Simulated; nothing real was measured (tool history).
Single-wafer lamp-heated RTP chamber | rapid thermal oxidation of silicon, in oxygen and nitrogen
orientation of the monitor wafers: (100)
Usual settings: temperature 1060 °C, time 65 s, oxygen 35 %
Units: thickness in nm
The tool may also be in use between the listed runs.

| run | hour | temperature | time | oxygen | read-back reference wafer on the same gauge, thickness | thickness |
|---|---|---|---|---|---|---|
| 1 | 0.0 | 1060 | 65 | 35 | 4.537 | 5.525 |
| 2 | 85.9 | 1060 | 65 | 35 | 4.536 | 5.539 |
| 3 | 127.6 | 1060 | 77 | 35 | 4.543 | 6.032 |
| 4 | 210.6 | 1060 | 77 | 35 | 4.545 | 6.115 |
|  | 335.4 | pyrometer window cleaned and pyrometer calibrated |
| 5 | 479.8 | 1060 | 77 | 35 | 4.538 | 6.014 |
| 6 | 526.4 | 1060 | 65 | 35 | 4.542 | 5.649 |
| 7 | 589.0 | 1060 | 65 | 49 | 4.539 | 6.430 |
|  | 632.9 | oxygen flow controller replaced |
| 8 | 633.4 | 1060 | 65 | 49 | 4.540 | 6.489 |
|  | 654.2 | pyrometer window cleaned and pyrometer calibrated |
|  | 660.2 | gauge calibrated |
| 9 | 687.7 | 1036 | 65 | 35 | 4.546 | 4.704 |
| 10 | 776.4 | 1060 | 65 | 35 | 4.534 | 5.619 |
| 11 | 815.1 | 1042 | 55 | 35 | 4.541 | 4.660 |
|  | 955.8 | pyrometer window cleaned and pyrometer calibrated |
| 12 | 985.3 | 1060 | 65 | 35 | 4.541 | 5.545 |
| 13 | 1084.7 | 1042 | 53 | 21 | 4.543 | 3.806 |
| 14 | 1171.7 | 1032 | 65 | 46 | 4.537 | 5.141 |
| 15 | 1253.3 | 1043 | 90 | 35 | 4.533 | 5.897 |
|  | 1288.1 | pyrometer window cleaned and pyrometer calibrated |
| 16 | 1349.0 | 1080 | 65 | 54 | 4.536 | 7.353 |
| 17 | 1440.2 | 1060 | 44 | 35 | 4.541 | 4.696 |
| 18 | 1529.9 | 1031 | 65 | 35 | 4.544 | 4.663 |

Run 19 comes next. What will it give?
|  | 1572.3 | pyrometer window cleaned and pyrometer calibrated |
| 19 | 1576.6 | 1060 | 65 | 35 | ? | ? |

Run 19 gave read-back reference wafer on the same gauge, thickness 4.544, thickness 5.501 nm.
Without the tool's hidden state the same run would have given thickness 5.490 nm.

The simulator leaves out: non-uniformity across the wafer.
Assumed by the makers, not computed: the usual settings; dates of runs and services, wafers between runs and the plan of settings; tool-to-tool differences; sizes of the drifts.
